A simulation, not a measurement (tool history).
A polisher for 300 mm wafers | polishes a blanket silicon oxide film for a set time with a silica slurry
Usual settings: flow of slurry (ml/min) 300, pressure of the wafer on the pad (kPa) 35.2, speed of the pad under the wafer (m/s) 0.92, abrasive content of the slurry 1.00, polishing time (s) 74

run,hour,flow of slurry (ml/min),pressure of the wafer on the pad (kPa),speed of the pad under the wafer (m/s),abrasive content of the slurry,polishing time (s),"incoming thickness of the incoming film, nm",film removed (angstrom)
1,0.0,300,35.2,0.92,1.00,74,1653.5,2418
# hour 20.1: worn pad replaced by a new one
2,52.5,300,35.2,0.92,1.00,74,1646.5,2385
# hour 97.5: slurry blender recalibrated
3,102.8,300,35.2,0.92,1.00,74,1646.4,2341
# hour 129.3: slurry nozzle cleaned
4,163.1,300,35.2,0.92,1.00,74,1641.3,2549
# hour 203.0: worn pad replaced by a new one
5,227.7,300,35.2,0.92,1.00,74,1621.7,2555
6,261.0,300,35.2,0.92,1.00,74,1625.3,2504
7,292.3,300,35.2,0.92,1.00,74,1635.3,2517
# hour 330.5: slurry blender recalibrated
8,332.5,300,35.2,0.92,1.00,74,1638.1,2548
9,362.4,300,35.2,0.92,1.00,74,1632.0,2502
10,423.6,300,35.2,1.10,1.00,74,1629.9,2897
# hour 427.4: conditioning disc replaced and pad reconditioned
# hour 444.3: worn pad replaced by a new one
11,452.2,300,35.2,1.10,1.00,74,1650.7,2846
12,522.4,270,25.5,0.68,1.00,100,1667.9,1924
# hour 537.0: slurry blender recalibrated
13,560.6,300,35.2,0.92,1.00,74,1669.6,2486
# hour 564.0: head pressure recalibrated
14,615.4,300,35.2,0.92,1.00,74,1649.4,2490
15,652.6,300,35.2,0.92,1.15,92,1620.0,3368
# hour 678.1: worn pad replaced by a new one
16,711.7,300,35.2,0.68,1.00,54,1619.7,1405
# hour 737.6: slurry blender recalibrated
17,779.0,265,35.2,0.92,1.00,83,1674.0,2730
18,803.6,300,35.2,0.66,1.10,50,1642.7,1343
# hour 843.2: slurry nozzle cleaned
19,856.6,300,26.9,0.92,1.00,74,1612.0,1978
# hour 863.5: worn pad replaced by a new one
20,912.9,300,35.2,0.72,0.75,74,1646.5,1573
# hour 931.5: slurry blender recalibrated
21,964.8,375,44.1,1.12,1.10,74,1625.4,3996
22,1015.4,300,35.2,0.92,1.00,74,1644.7,2562
# hour 1062.6: conditioning disc replaced and pad reconditioned
# hour 1063.2: worn pad replaced by a new one
23,1072.3,225,28.3,0.92,0.90,48,1636.3,1182

The same runs without the tool's hidden state, with the same run-to-run variation:
The hidden state here: removal rate lost through wear of the pad, %; slurry flow missing at the pad, %; deviation of the head's pressure from its setpoint, %; abrasive missing from the slurry, %; time polished since the conditioner stopped cutting, s.
run,film removed (angstrom)
1,2534
2,2524
3,2509
4,2556
5,2563
6,2514
7,2528
8,2562
9,2517
10,2921
11,2874
12,1952
13,2525
14,2540
15,3448
16,1447
17,2851
18,1402
19,1979
20,1574
21,4001
22,2567
23,1187
